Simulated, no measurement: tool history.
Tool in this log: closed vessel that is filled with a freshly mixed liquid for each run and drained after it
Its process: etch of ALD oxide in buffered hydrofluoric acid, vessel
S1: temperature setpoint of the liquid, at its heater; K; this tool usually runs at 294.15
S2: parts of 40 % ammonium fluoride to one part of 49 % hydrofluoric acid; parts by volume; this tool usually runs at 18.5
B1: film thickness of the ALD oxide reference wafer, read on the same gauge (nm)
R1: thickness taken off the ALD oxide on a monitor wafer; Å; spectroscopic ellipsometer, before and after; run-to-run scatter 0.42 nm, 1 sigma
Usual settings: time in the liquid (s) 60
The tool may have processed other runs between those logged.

{"run": 1, "day": 0.0, "S1": 294.15, "S2": 18.5, "time in the liquid (s)": 60, "B1": 89.99, "R1": 527.7}
{"run": 2, "day": 1.433, "S1": 294.15, "S2": 18.5, "time in the liquid (s)": 60, "B1": 90.0, "R1": 524.1}
{"run": 3, "day": 3.862, "S1": 294.15, "S2": 18.5, "time in the liquid (s)": 60, "B1": 90.02, "R1": 515.9}
{"run": 4, "day": 6.55, "S1": 294.15, "S2": 18.5, "time in the liquid (s)": 60, "B1": 89.99, "R1": 518.7}
{"run": 5, "day": 8.362, "S1": 294.15, "S2": 18.5, "time in the liquid (s)": 60, "B1": 90.0, "R1": 518.5}
{"run": 6, "day": 11.1, "S1": 294.15, "S2": 18.5, "time in the liquid (s)": 60, "B1": 90.01, "R1": 518.2}
{"run": 7, "day": 12.671, "S1": 294.15, "S2": 18.5, "time in the liquid (s)": 60, "B1": 89.99, "R1": 528.4}
{"run": 8, "day": 15.496, "S1": 294.15, "S2": 18.5, "time in the liquid (s)": 60, "B1": 90.0, "R1": 521.4}
{"run": 9, "day": 16.792, "S1": 295.65, "S2": 24.0, "time in the liquid (s)": 60, "B1": 90.02, "R1": 478.0}
{"run": 10, "day": 18.679, "S1": 295.65, "S2": 24.0, "time in the liquid (s)": 60, "B1": 90.0, "R1": 475.4}
{"run": 11, "day": 21.388, "S1": 292.65, "S2": 18.5, "time in the liquid (s)": 60, "B1": 89.98, "R1": 473.6}
{"day": 25.729, "done": "hydrofluoric acid flow meter replaced"}
{"run": 12, "day": 28.688, "S1": 294.15, "S2": 18.5, "time in the liquid (s)": 80, "B1": 89.97, "R1": 762.1}
{"run": 13, "day": 31.508, "S1": 294.15, "S2": 18.5, "time in the liquid (s)": 80, "B1": 90.02, "R1": 762.7}
{"run": 14, "day": 33.55, "S1": 294.15, "S2": 18.5, "time in the liquid (s)": 60, "B1": 90.01, "R1": 582.7}
{"run": 15, "day": 35.421, "S1": 294.15, "S2": 18.5, "time in the liquid (s)": 60, "B1": 90.01, "R1": 579.5}
{"run": 16, "day": 37.521, "S1": 294.15, "S2": 18.5, "time in the liquid (s)": 60, "B1": 90.0, "R1": 580.0}
{"run": 17, "day": 39.229, "S1": 297.15, "S2": 18.5, "time in the liquid (s)": 50, "B1": 89.98, "R1": 571.6}
{"run": 18, "day": 41.467, "S1": 298.15, "S2": 14.0, "time in the liquid (s)": 75, "B1": 90.02, "R1": 1183.7}
{"run": 19, "day": 43.288, "S1": 294.15, "S2": 23.0, "time in the liquid (s)": 85, "B1": 90.0, "R1": 684.3}
{"run": 20, "day": 44.617, "S1": 294.15, "S2": 18.5, "time in the liquid (s)": 60, "B1": 89.99, "R1": 576.6}
{"day": 46.229, "done": "thermometer replaced"}
{"day": 47.45, "done": "gauge calibrated"}
{"run": 21, "day": 48.958, "S1": 298.15, "S2": 16.5, "time in the liquid (s)": 85, "B1": 90.01, "R1": 1000.2}
{"run": 22, "day": 51.171, "S1": 294.15, "S2": 16.0, "time in the liquid (s)": 45, "B1": 90.03, "R1": 437.6}
{"run": 23, "day": 53.8, "S1": 294.15, "S2": 18.5, "time in the liquid (s)": 35, "B1": 90.0, "R1": 291.8}
{"run": 24, "day": 56.588, "S1": 296.65, "S2": 18.5, "time in the liquid (s)": 60, "B1": 89.99, "R1": 577.4}

What will run 25 give?
{"run": 25, "day": 58.988, "S1": 294.15, "S2": 18.5, "time in the liquid (s)": 60, "B1": "?", "R1": "?"}

Run 25 yielded B1 90.02, R1 499.5 Å.
Take away the tool's hidden state, keep the run-to-run variation as it was, and the same run would have given R1 514.8 Å.
